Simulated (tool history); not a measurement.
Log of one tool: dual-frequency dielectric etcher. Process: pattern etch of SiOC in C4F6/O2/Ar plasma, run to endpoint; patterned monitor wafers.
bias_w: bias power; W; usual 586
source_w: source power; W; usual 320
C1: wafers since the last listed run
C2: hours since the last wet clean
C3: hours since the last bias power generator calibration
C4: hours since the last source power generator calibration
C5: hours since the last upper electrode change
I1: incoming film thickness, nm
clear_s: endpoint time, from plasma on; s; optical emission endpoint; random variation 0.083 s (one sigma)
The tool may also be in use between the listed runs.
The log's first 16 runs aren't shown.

Run 17, hour 921: usual settings but bias_w 447 W, source_w 240 W; C1 314; C2 446.9; C3 3880.1; C4 264; C5 4138.5; I1 52.7. Result: clear_s 23.1 s.
At hour 1016.2: wet clean of the chamber.
Run 18, hour 1125.9: usual settings; C1 2065; C2 109.7; C3 4085; C4 468.9; C5 4343.4; I1 52.9. Result: clear_s 17.8 s.
Run 19, hour 1173.7: usual settings but source_w 270 W; C1 545; C2 157.5; C3 4132.8; C4 516.7; C5 4391.2; I1 52.5. Result: clear_s 19.5 s.
At hour 1279.2: upper electrode replaced, of another model than before.
Run 20, hour 1319.3: usual settings but bias_w 446 W, source_w 300 W; C1 1388; C2 303.1; C3 4278.4; C4 662.3; C5 40.1; I1 52. Result: clear_s 19.8 s.
Run 21, hour 1356.9: usual settings; C1 429; C2 340.7; C3 4316; C4 699.9; C5 77.7; I1 52.3. Result: clear_s 17.6 s.
Run 22, hour 1403.4: usual settings but bias_w 707 W, source_w 260 W; C1 531; C2 387.2; C3 4362.5; C4 746.4; C5 124.2; I1 52.6. Result: clear_s 20.4 s.
Run 23, hour 1449.7: usual settings but bias_w 667 W, source_w 380 W; C1 528; C2 433.5; C3 4408.8; C4 792.7; C5 170.5; I1 52.8. Result: clear_s 15.3 s.
At hour 1507.8: wet clean of the chamber.
Run 24, hour 1508.3: usual settings but bias_w 704 W, source_w 280 W; C1 395; C2 0.5; C3 4467.4; C4 851.3; C5 229.1; I1 52.6. Result: clear_s 18.7 s.
At hour 1549.4: bias power generator calibrated.
Run 25, hour 1556.1: usual settings but bias_w 541 W, source_w 380 W; C1 500; C2 48.3; C3 6.7; C4 899.1; C5 276.9; I1 52.6. Result: clear_s 15.8 s.
Run 26, hour 1621.2: usual settings but bias_w 716 W, source_w 370 W; C1 743; C2 113.4; C3 71.8; C4 964.2; C5 342; I1 52.2. Result: clear_s 14.9 s.
Run 27, hour 1670.6: usual settings but bias_w 728 W, source_w 380 W; C1 564; C2 162.8; C3 121.2; C4 1013.6; C5 391.4; I1 52.4. Result: clear_s 14.5 s.
Run 28, hour 1734.2: usual settings but bias_w 470 W; C1 726; C2 226.4; C3 184.8; C4 1077.2; C5 455; I1 52.5. Result: clear_s 18.4 s.
Run 29, hour 1795.1: usual settings; C1 695; C2 287.3; C3 245.7; C4 1138.1; C5 515.9; I1 52. Result: clear_s 17.3 s.
Run 30, hour 1844.2: usual settings but bias_w 501 W, source_w 380 W; C1 560; C2 336.4; C3 294.8; C4 1187.2; C5 565; I1 52.6. Result: clear_s 16.1 s.
Run 31, hour 1887.5: usual settings; C1 494; C2 379.7; C3 338.1; C4 1230.5; C5 608.3; I1 52.8. Result: clear_s 17.5 s.
Run 32, hour 1946.6: usual settings but source_w 250 W; C1 674; C2 438.8; C3 397.2; C4 1289.6; C5 667.4; I1 52.5. Result: clear_s 21.8 s.
At hour 1972.2: wet clean of the chamber.
Run 33, hour 1978.3: usual settings but bias_w 710 W, source_w 380 W; C1 87; C2 6.1; C3 428.9; C4 1321.3; C5 699.1; I1 51.5. Result: clear_s 14.3 s.
Run 34, hour 2009.9: usual settings; C1 360; C2 37.7; C3 460.5; C4 1352.9; C5 730.7; I1 52.3. Result: clear_s 17.2 s.
Run 35, hour 2080.2: usual settings; C1 802; C2 108; C3 530.8; C4 1423.2; C5 801; I1 52.4. Result: clear_s 17.3 s.

Forecast each of these 4 alternatives for the next run:
Run A, hour 2080.6: usual settings; C1 4; C2 108.4; C3 531.2; C4 1423.6; C5 801.4; I1 52.9. Result: clear_s ?.
Run B, hour 2080.6: usual settings but bias_w 442 W, source_w 250 W; C1 4; C2 108.4; C3 531.2; C4 1423.6; C5 801.4; I1 52.9. Result: clear_s ?.
Run C, hour 2080.6: usual settings but bias_w 530 W, source_w 280 W; C1 4; C2 108.4; C3 531.2; C4 1423.6; C5 801.4; I1 52.9. Result: clear_s ?.
Run D, hour 2080.6: usual settings but source_w 370 W; C1 4; C2 108.4; C3 531.2; C4 1423.6; C5 801.4; I1 52.9. Result: clear_s ?.

run  clear_s
  A     17.5
  B     23.6
  C     20.1
  D     15.7
Without the tool's hidden state the same runs would have given:
run  clear_s
  A     17.8
  B     24.1
  C     20.5
  D       16
